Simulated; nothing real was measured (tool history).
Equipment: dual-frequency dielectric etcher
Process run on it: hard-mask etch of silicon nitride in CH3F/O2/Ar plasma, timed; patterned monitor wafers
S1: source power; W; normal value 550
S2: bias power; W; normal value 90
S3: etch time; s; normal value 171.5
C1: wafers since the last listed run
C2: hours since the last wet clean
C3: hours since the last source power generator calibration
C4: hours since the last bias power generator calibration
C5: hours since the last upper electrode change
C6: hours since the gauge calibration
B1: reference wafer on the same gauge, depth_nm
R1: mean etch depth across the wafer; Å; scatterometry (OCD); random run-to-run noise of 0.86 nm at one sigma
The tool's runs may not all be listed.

Run 1, day 0.000: usual settings; C1 0; C2 119.8; C3 832.2; C4 1584.5; C5 3686.5; C6 2788.7; B1 132.0. Result: R1 1386 Å.
At day 6.642: gauge calibrated.
Run 2, day 12.825: usual settings; C1 2594; C2 427.6; C3 1140.0; C4 1892.3; C5 3994.3; C6 148.4; B1 124.9. Result: R1 1326 Å.
Run 3, day 15.529: usual settings; C1 547; C2 492.5; C3 1204.9; C4 1957.2; C5 4059.2; C6 213.3; B1 125.4. Result: R1 1336 Å.
Run 4, day 19.312: usual settings but S3 151.0 s; C1 765; C2 583.3; C3 1295.7; C4 2048.0; C5 4150.0; C6 304.1; B1 126.0. Result: R1 1174 Å.
At day 20.583: upper electrode replaced.
Run 5, day 23.700: usual settings but S3 156.5 s; C1 685; C2 688.6; C3 1401.0; C4 2153.3; C5 74.8; C6 409.4; B1 126.9. Result: R1 1226 Å.
Run 6, day 26.008: usual settings but S3 156.5 s; C1 467; C2 744.0; C3 1456.4; C4 2208.7; C5 130.2; C6 464.8; B1 127.2. Result: R1 1231 Å.
Run 7, day 29.300: usual settings but S1 610 W, S3 219.5 s; C1 666; C2 823.0; C3 1535.4; C4 2287.7; C5 209.2; C6 543.8; B1 127.8. Result: R1 1815 Å.
Run 8, day 30.900: usual settings but S1 490 W, S2 78 W; C1 323; C2 861.4; C3 1573.8; C4 2326.1; C5 247.6; C6 582.2; B1 128.3. Result: R1 1193 Å.
At day 33.167: wet clean of the chamber.
Run 9, day 33.188: usual settings but S1 460 W, S2 106 W, S3 200.0 s; C1 260; C2 0.5; C3 1628.7; C4 2381.0; C5 302.5; C6 637.1; B1 128.3. Result: R1 1571 Å.
Run 10, day 36.408: usual settings but S1 490 W, S2 80 W, S3 210.0 s; C1 651; C2 77.8; C3 1706.0; C4 2458.3; C5 379.8; C6 714.4; B1 128.4. Result: R1 1493 Å.
Run 11, day 39.688: usual settings but S3 149.0 s; C1 663; C2 156.5; C3 1784.7; C4 2537.0; C5 458.5; C6 793.1; B1 129.1. Result: R1 1180 Å.
Run 12, day 43.850: usual settings; C1 842; C2 256.4; C3 1884.6; C4 2636.9; C5 558.4; C6 893.0; B1 129.7. Result: R1 1370 Å.
Run 13, day 46.708: usual settings but S1 680 W, S2 97 W, S3 192.5 s; C1 578; C2 325.0; C3 1953.2; C4 2705.5; C5 627.0; C6 961.6; B1 129.9. Result: R1 1752 Å.
At day 50.342: source power generator calibrated.
Run 14, day 50.938: usual settings but S1 600 W, S3 218.5 s; C1 821; C2 426.5; C3 14.3; C4 2807.0; C5 728.5; C6 1063.1; B1 129.9. Result: R1 1834 Å.
Run 15, day 53.600: usual settings but S1 640 W, S2 77 W; C1 538; C2 490.4; C3 78.2; C4 2870.9; C5 792.4; C6 1127.0; B1 130.3. Result: R1 1369 Å.
At day 54.342: bias power generator calibrated.
Run 16, day 56.304: usual settings but S1 500 W; C1 513; C2 555.3; C3 143.1; C4 47.1; C5 857.3; C6 1191.9; B1 130.8. Result: R1 1316 Å.
Run 17, day 58.017: usual settings but S1 670 W, S2 81 W, S3 193.0 s; C1 346; C2 596.4; C3 184.2; C4 88.2; C5 898.4; C6 1233.0; B1 130.8. Result: R1 1635 Å.
Run 18, day 61.812: usual settings but S2 106 W; C1 768; C2 687.5; C3 275.3; C4 179.3; C5 989.5; C6 1324.1; B1 130.8. Result: R1 1493 Å.
At day 68.583: wet clean of the chamber.
Run 19, day 73.954: usual settings but S1 630 W, S3 151.0 s; C1 2254; C2 128.9; C3 566.7; C4 470.7; C5 1280.9; C6 1615.5; B1 131.5. Result: R1 1287 Å.
Run 20, day 75.567: usual settings but S3 198.5 s; C1 326; C2 167.6; C3 605.4; C4 509.4; C5 1319.6; C6 1654.2; B1 131.6. Result: R1 1604 Å.
Run 21, day 78.429: usual settings but S3 218.0 s; C1 579; C2 236.3; C3 674.1; C4 578.1; C5 1388.3; C6 1722.9; B1 131.7. Result: R1 1759 Å.
Run 22, day 82.254: usual settings; C1 773; C2 328.1; C3 765.9; C4 669.9; C5 1480.1; C6 1814.7; B1 132.0. Result: R1 1391 Å.
Run 23, day 85.929: usual settings but S1 660 W, S3 150.5 s; C1 743; C2 416.3; C3 854.1; C4 758.1; C5 1568.3; C6 1902.9; B1 132.0. Result: R1 1332 Å.
Run 24, day 90.300: usual settings; C1 884; C2 521.2; C3 959.0; C4 863.0; C5 1673.2; C6 2007.8; B1 132.2. Result: R1 1377 Å.
Run 25, day 92.508: usual settings but S1 510 W, S2 76 W, S3 138.0 s; C1 446; C2 574.2; C3 1012.0; C4 916.0; C5 1726.2; C6 2060.8; B1 132.1. Result: R1 1011 Å.
Run 26, day 94.862: usual settings but S1 510 W; C1 476; C2 630.7; C3 1068.5; C4 972.5; C5 1782.7; C6 2117.3; B1 132.3. Result: R1 1346 Å.
Run 27, day 98.396: usual settings; C1 714; C2 715.5; C3 1153.3; C4 1057.3; C5 1867.5; C6 2202.1; B1 132.5. Result: R1 1410 Å.
At day 99.979: wet clean of the chamber.
Run 28, day 102.650: usual settings but S1 500 W, S3 218.5 s; C1 658; C2 64.1; C3 1255.4; C4 1159.4; C5 1969.6; C6 2304.2; B1 132.6. Result: R1 1700 Å.
Run 29, day 104.796: usual settings but S1 600 W, S2 69 W, S3 145.5 s; C1 434; C2 115.6; C3 1306.9; C4 1210.9; C5 2021.1; C6 2355.7; B1 132.6. Result: R1 1088 Å.

5 ways to go on from here, each from the tool as it stands after run 29. What would each give?
Run A, day 104.817: usual settings but S3 150.0 s; C1 4; C2 116.1; C3 1307.4; C4 1211.4; C5 2021.6; C6 2356.2; B1 ?. Result: R1 ?.
Run B, day 104.817: usual settings but S1 640 W, S2 102 W, S3 196.5 s; C1 4; C2 116.1; C3 1307.4; C4 1211.4; C5 2021.6; C6 2356.2; B1 ?. Result: R1 ?.
Run C, day 104.817: usual settings but S1 480 W, S3 126.5 s; C1 4; C2 116.1; C3 1307.4; C4 1211.4; C5 2021.6; C6 2356.2; B1 ?. Result: R1 ?.
Run D, day 104.817: usual settings but S2 74 W; C1 4; C2 116.1; C3 1307.4; C4 1211.4; C5 2021.6; C6 2356.2; B1 ?. Result: R1 ?.
Run E, day 104.817: usual settings but S1 610 W, S2 75 W; C1 4; C2 116.1; C3 1307.4; C4 1211.4; C5 2021.6; C6 2356.2; B1 ?. Result: R1 ?.

run     B1    R1
  A  132.6  1221
  B  132.6  1821
  C  132.6   966
  D  132.6  1269
  E  132.6  1341
Take away the tool's hidden state, keep each run's random variation, and the runs would have read:
run    R1
  A  1134
  B  1690
  C   896
  D  1177
  E  1244

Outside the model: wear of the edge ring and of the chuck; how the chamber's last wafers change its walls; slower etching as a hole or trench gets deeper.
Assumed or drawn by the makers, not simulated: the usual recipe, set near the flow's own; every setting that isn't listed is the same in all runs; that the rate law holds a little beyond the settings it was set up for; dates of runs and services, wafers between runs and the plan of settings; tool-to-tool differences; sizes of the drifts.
